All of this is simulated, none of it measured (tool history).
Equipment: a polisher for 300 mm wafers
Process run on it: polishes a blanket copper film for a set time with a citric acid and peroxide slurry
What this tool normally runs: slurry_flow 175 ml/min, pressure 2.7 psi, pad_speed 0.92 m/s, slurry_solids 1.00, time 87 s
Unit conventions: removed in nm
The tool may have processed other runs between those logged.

run   hour  slurry_flow  pressure  pad_speed  slurry_solids  time  wafers since the last listed run  wafers polished on this pad  hours since the slurry nozzle was cleaned  hours since the head pressure was calibrated  hours since the slurry blender was calibrated  incoming thickness of the incoming film, nm  removed
  1    0.0          175       2.7       0.92           1.00    87                                 0                         2037                                       54.2                                         179.1                                          252.8                                       1075.1    118.0
  2   15.1          175       2.7       1.10           1.00    87                               176                         2213                                       69.3                                         194.2                                          267.9                                       1091.4    136.7
      33.0  -- worn pad replaced by a new one
  3   38.7          175       2.7       0.92           1.00    87                               228                           66                                       92.9                                         217.8                                          291.5                                       1093.2    132.0
      49.8  -- slurry blender recalibrated
  4   72.2          175       2.7       0.92           1.00    87                               367                          434                                      126.4                                         251.3                                           22.4                                       1087.3    124.6
  5  102.1          175       2.7       0.92           1.00    87                               349                          784                                      156.3                                         281.2                                           52.3                                       1089.8    126.0
  6  117.6          175       2.7       1.02           1.00    87                               181                          965                                      171.8                                         296.7                                           67.8                                       1070.7    132.2
  7  147.5          145       2.3       0.92           1.00    87                               349                         1314                                      201.7                                         326.6                                           97.7                                       1096.8    101.5
  8  179.9          140       2.7       0.80           1.00    87                               378                         1692                                      234.1                                         359.0                                          130.1                                       1080.6    103.0
  9  197.0          140       2.7       0.92           1.10    87                               199                         1892                                      251.2                                         376.1                                          147.2                                       1082.0    115.6
 10  217.0          230       2.3       1.16           1.00    65                               233                         2126                                      271.2                                         396.1                                          167.2                                       1082.1     90.8
 11  235.9          175       2.7       1.02           1.00    87                               220                         2347                                      290.1                                         415.0                                          186.1                                       1087.7    125.1
     241.9  -- slurry nozzle cleaned
     255.7  -- head pressure recalibrated
     273.9  -- worn pad replaced by a new one, of another model than before
 12  274.4          175       2.7       0.92           1.00    87                               367                            5                                       32.5                                          18.7                                          224.6                                       1077.5    127.7
 13  283.9          175       2.7       0.92           1.00    87                               110                          116                                       42.0                                          28.2                                          234.1                                       1083.1    130.5
 14  303.6          220       2.7       0.92           1.00   100                               230                          346                                       61.7                                          47.9                                          253.8                                       1089.9    148.5
 15  318.6          200       2.7       0.92           1.00   110                               175                          521                                       76.7                                          62.9                                          268.8                                       1075.7    161.9
     330.2  -- slurry blender recalibrated
 16  349.8          175       2.7       0.92           1.00    87                               341                          862                                      107.9                                          94.1                                           19.6                                       1073.5    123.0
 17  383.8          175       2.7       1.24           1.00    57                               397                         1260                                      141.9                                         128.1                                           53.6                                       1081.7     97.3
 18  410.7          175       2.7       0.92           1.00    87                               314                         1574                                      168.8                                         155.0                                           80.5                                       1077.0    122.7
 19  430.7          175       3.6       0.92           0.70   112                               233                         1808                                      188.8                                         175.0                                          100.5                                       1078.6    174.7
 20  454.0          175       2.1       0.92           0.85    87                               272                         2080                                      212.1                                         198.3                                          123.8                                       1077.3     98.2
     479.2  -- worn pad replaced by a new one
 21  482.9          175       2.7       0.92           1.00    87                               290                           43                                      241.0                                         227.2                                          152.7                                       1091.0    128.6
     493.8  -- slurry nozzle cleaned
 22  511.2          175       2.7       0.92           1.00    87                               318                          362                                       17.4                                         255.5                                          181.0                                       1074.7    129.2
 23  524.1          115       2.7       0.92           1.00    87                               150                          513                                       30.3                                         268.4                                          193.9                                       1066.0    123.2
 24  544.6          175       2.7       0.92           0.85    87                               239                          752                                       50.8                                         288.9                                          214.4                                       1088.1    121.3
 25  565.0          175       1.8       0.64           0.80    87                               238                          990                                       71.2                                         309.3                                          234.8                                       1086.7     74.3
 26  660.0          175       2.7       0.92           1.00    87                              1109                         2100                                      166.2                                         404.3                                          329.8                                       1092.5    117.2
     674.6  -- head pressure recalibrated
 27  694.3          175       2.7       0.92           1.00    87                               377                         2478                                      200.5                                          19.7                                          364.1                                       1071.4    113.9
     706.1  -- slurry blender recalibrated
     718.7  -- worn pad replaced by a new one
 28  725.2          175       2.7       0.64           1.00    87                               290                           75                                      231.4                                          50.6                                           19.1                                       1095.1    107.0
 29  740.5          140       2.7       0.92           1.00   110                               178                          254                                      246.7                                          65.9                                           34.4                                       1088.3    159.1

Predict each of these 5 candidate next runs independently; none follows another, all start after run 29:
  A  741.0          175       2.7       0.92           1.00    87                                 5                          260                                      247.2                                          66.4                                           34.9                                       1067.2        ?
  B  741.0          215       2.1       0.74           1.00    87                                 5                          260                                      247.2                                          66.4                                           34.9                                       1067.2        ?
  C  741.0          190       2.7       0.68           1.25    87                                 5                          260                                      247.2                                          66.4                                           34.9                                       1067.2        ?
  D  741.0          175       2.7       0.92           1.00    74                                 5                          260                                      247.2                                          66.4                                           34.9                                       1067.2        ?
  E  741.0          145       2.7       0.92           1.00   101                                 5                          260                                      247.2                                          66.4                                           34.9                                       1067.2        ?

run  removed
  A    129.7
  B     99.3
  C    116.3
  D    110.3
  E    147.9
Had the tool no hidden state, the same runs would have come out as:
run  removed
  A    133.7
  B    102.4
  C    119.8
  D    113.7
  E    152.4

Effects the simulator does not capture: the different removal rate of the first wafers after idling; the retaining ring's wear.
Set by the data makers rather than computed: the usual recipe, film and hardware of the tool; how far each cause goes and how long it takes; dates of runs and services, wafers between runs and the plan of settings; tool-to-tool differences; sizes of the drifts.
